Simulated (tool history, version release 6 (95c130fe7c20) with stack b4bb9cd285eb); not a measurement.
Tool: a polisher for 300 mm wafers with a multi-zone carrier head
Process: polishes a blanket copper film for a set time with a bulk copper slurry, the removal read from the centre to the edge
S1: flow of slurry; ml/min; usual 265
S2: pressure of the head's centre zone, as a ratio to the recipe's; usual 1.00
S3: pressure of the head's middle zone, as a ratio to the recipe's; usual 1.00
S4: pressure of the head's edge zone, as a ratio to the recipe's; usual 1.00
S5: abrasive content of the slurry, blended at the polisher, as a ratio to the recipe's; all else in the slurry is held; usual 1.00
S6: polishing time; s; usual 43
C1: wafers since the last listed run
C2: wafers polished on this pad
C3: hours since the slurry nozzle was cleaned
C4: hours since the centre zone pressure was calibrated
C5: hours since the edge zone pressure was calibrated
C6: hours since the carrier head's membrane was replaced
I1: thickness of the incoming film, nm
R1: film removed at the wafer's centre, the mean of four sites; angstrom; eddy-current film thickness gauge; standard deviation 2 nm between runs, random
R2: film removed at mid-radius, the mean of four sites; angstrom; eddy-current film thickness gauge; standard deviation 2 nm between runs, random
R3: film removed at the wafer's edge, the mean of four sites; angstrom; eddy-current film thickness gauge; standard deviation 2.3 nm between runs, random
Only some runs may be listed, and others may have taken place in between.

run,hour,S1,S2,S3,S4,S5,S6,C1,C2,C3,C4,C5,C6,I1,R1,R2,R3
1,0.0,265,1.00,1.00,1.00,1.00,43,0,1394,179.9,77.3,16.7,996.4,3176.4,2510,2593,2529
2,29.5,265,1.00,1.00,1.00,1.00,43,324,1719,209.4,106.8,46.2,1025.9,3220.5,2512,2626,2537
3,66.6,265,1.00,1.00,1.03,0.70,55,408,2127,246.5,143.9,83.3,1063.0,3134.6,3074,3146,3085
4,111.6,265,1.00,1.00,1.00,1.00,43,494,2622,291.5,188.9,128.3,1108.0,3179.8,2500,2574,2483
5,179.4,265,1.00,1.00,1.00,1.00,39,745,3368,359.3,256.7,196.1,1175.8,3188.5,2263,2301,2293
6,231.1,220,1.00,1.00,1.00,1.25,37,568,3936,411.0,308.4,247.8,1227.5,3160.0,2137,2208,2142
7,256.7,265,1.00,1.00,1.00,1.00,34,281,4218,436.6,334.0,273.4,1253.1,3195.3,1925,1981,1979
# hour 296.5: worn pad replaced by a new one
8,314.2,265,0.95,1.00,1.00,1.00,43,588,194,494.1,391.5,330.9,1310.6,3189.0,2415,2603,2558
# hour 379.1: slurry nozzle cleaned
9,380.5,265,1.10,1.00,1.09,1.00,48,718,912,1.4,457.8,397.2,1376.9,3201.6,3163,2884,2951
10,442.2,325,1.00,1.00,1.00,1.00,43,678,1591,63.1,519.5,458.9,1438.6,3162.7,2587,2641,2563
# hour 475.8: edge zone pressure recalibrated
11,504.3,265,1.00,1.00,1.00,1.20,36,661,2252,125.2,581.6,28.5,1500.7,3120.6,2166,2207,2141
# hour 555.7: carrier head's membrane replaced by a new one
12,556.2,265,1.00,1.00,0.96,1.25,31,515,2768,177.1,633.5,80.4,0.5,3163.2,1855,1906,1833
# hour 590.5: centre zone pressure recalibrated
13,611.6,265,1.00,1.06,1.00,1.00,48,587,3355,232.5,21.1,135.8,55.9,3211.6,2805,2962,2813
14,652.1,265,0.95,0.93,1.00,1.00,33,445,3800,273.0,61.6,176.3,96.4,3126.4,1811,1831,1912
15,712.9,310,1.00,1.00,0.88,1.00,43,668,4469,333.8,122.4,237.1,157.2,3140.4,2476,2529,2317
16,751.5,265,1.00,1.00,1.00,1.15,47,424,4894,372.4,161.0,275.7,195.8,3135.4,2702,2777,2671
# hour 792.2: worn pad replaced by a new one
17,805.3,220,1.10,1.00,1.00,0.80,54,547,143,426.2,214.8,329.5,249.6,3223.0,3357,3127,3063
18,886.6,200,1.00,0.92,1.00,1.00,43,894,1038,507.5,296.1,410.8,330.9,3195.7,2500,2325,2464
19,946.0,265,1.10,1.00,1.09,1.30,57,653,1691,566.9,355.5,470.2,390.3,3220.3,3833,3593,3606
# hour 965.4: slurry nozzle cleaned
20,988.8,265,1.00,1.00,1.00,1.00,43,459,2151,23.4,398.3,513.0,433.1,3215.8,2504,2575,2490
# hour 1003.9: edge zone pressure recalibrated
21,1060.6,265,1.07,1.00,0.95,1.00,43,767,2918,95.2,470.1,56.7,504.9,3189.2,2667,2545,2460

Below, some changes in R1 between adjacent runs. For each, the amount present without the hidden state too (settings, incoming material, random variation) and the amount remaining for the hidden state with gauge scatter not shared by both compared results:
Hidden conditions of the tool in this case: removal rate lost through wear of the pad, %; slurry flow missing at the pad, %; deviation of the centre zone's pressure from its setpoint, %; deviation of the edge zone's pressure from its setpoint, %.
Run 7 -> 8: S2 1.00 -> 0.95, S6 34 -> 43, worn pad replaced by a new one. R1 +490 angstrom: hidden state +77, all else +413.
Run 16 -> 17: S1 265 -> 220, S2 1.00 -> 1.10, S5 1.15 -> 0.80, S6 47 -> 54, worn pad replaced by a new one. R1 +655 angstrom: hidden state +118, all else +537.
Run 18 -> 19: S1 200 -> 265, S2 1.00 -> 1.10, S3 0.92 -> 1.00, S4 1.00 -> 1.09, S5 1.00 -> 1.30, S6 43 -> 57. R1 +1333 angstrom: hidden state -24, all else +1357.
Run 19 -> 20: S2 1.10 -> 1.00, S4 1.09 -> 1.00, S5 1.30 -> 1.00, S6 57 -> 43, slurry nozzle cleaned. R1 -1329 angstrom: hidden state +7, all else -1336.
